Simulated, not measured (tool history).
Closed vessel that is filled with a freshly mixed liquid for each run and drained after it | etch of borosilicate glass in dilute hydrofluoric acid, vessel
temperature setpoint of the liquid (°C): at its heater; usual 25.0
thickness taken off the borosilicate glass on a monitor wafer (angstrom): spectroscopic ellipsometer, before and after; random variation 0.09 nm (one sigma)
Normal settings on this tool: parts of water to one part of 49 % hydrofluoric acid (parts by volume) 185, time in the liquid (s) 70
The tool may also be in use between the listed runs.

run	hour	temperature setpoint of the liquid (°C)	parts of water to one part of 49 % hydrofluoric acid (parts by volume)	time in the liquid (s)	read-back film thickness of the borosilicate glass reference wafer, read on the same gauge (nm)	thickness taken off the borosilicate glass on a monitor wafer (angstrom)
1	0.0	27.0	185	70	29.97	107.6
# hour 41.9: thermometer replaced
2	107.8	25.0	225	70	29.98	79.1
3	209.3	25.0	225	70	30.01	78.9
4	304.6	26.5	185	45	30.00	69.1
5	392.1	26.5	185	45	29.98	70.4
6	464.2	25.0	185	70	30.01	101.9
7	648.2	25.0	185	70	30.01	104.0
8	684.6	25.0	185	70	30.00	102.9
# hour 742.4: hydrofluoric acid flow meter replaced
9	759.8	25.0	185	70	30.00	95.2
10	823.3	25.0	115	70	30.01	169.0
11	877.5	25.0	185	70	29.99	97.3
# hour 923.5: thermometer replaced
12	965.0	29.5	140	70	29.98	162.4
# hour 967.3: gauge calibrated
13	1062.1	21.0	115	70	30.00	145.0
14	1127.0	26.5	185	45	30.02	66.1
15	1164.6	25.0	150	40	29.99	71.4
16	1243.9	29.5	245	30	30.02	34.8
17	1313.7	25.0	225	70	30.01	77.9
18	1368.1	28.5	105	80	30.00	250.2

Some steps in thickness taken off the borosilicate glass on a monitor wafer (angstrom) between neighbouring runs. How much of each would the tool show without its hidden state too (settings, what came in, random variation), and how much is left for the hidden state, with any gauge scatter that isn't in both results?
What the log doesn't record here: liquid hotter than its thermometer reads (K); hydrofluoric acid flow above the setpoint (%); gauge reads high (%).
Run 8 -> 9: hydrofluoric acid flow meter replaced. thickness taken off the borosilicate glass on a monitor wafer (angstrom) -7.7: hidden state -8.2, all else +0.5.
Run 17 -> 18: temperature setpoint of the liquid (°C) 25.0 -> 28.5, parts of water to one part of 49 % hydrofluoric acid (parts by volume) 225 -> 105, time in the liquid (s) 70 -> 80. thickness taken off the borosilicate glass on a monitor wafer (angstrom) +172.3: hidden state +7.9, all else +164.4.

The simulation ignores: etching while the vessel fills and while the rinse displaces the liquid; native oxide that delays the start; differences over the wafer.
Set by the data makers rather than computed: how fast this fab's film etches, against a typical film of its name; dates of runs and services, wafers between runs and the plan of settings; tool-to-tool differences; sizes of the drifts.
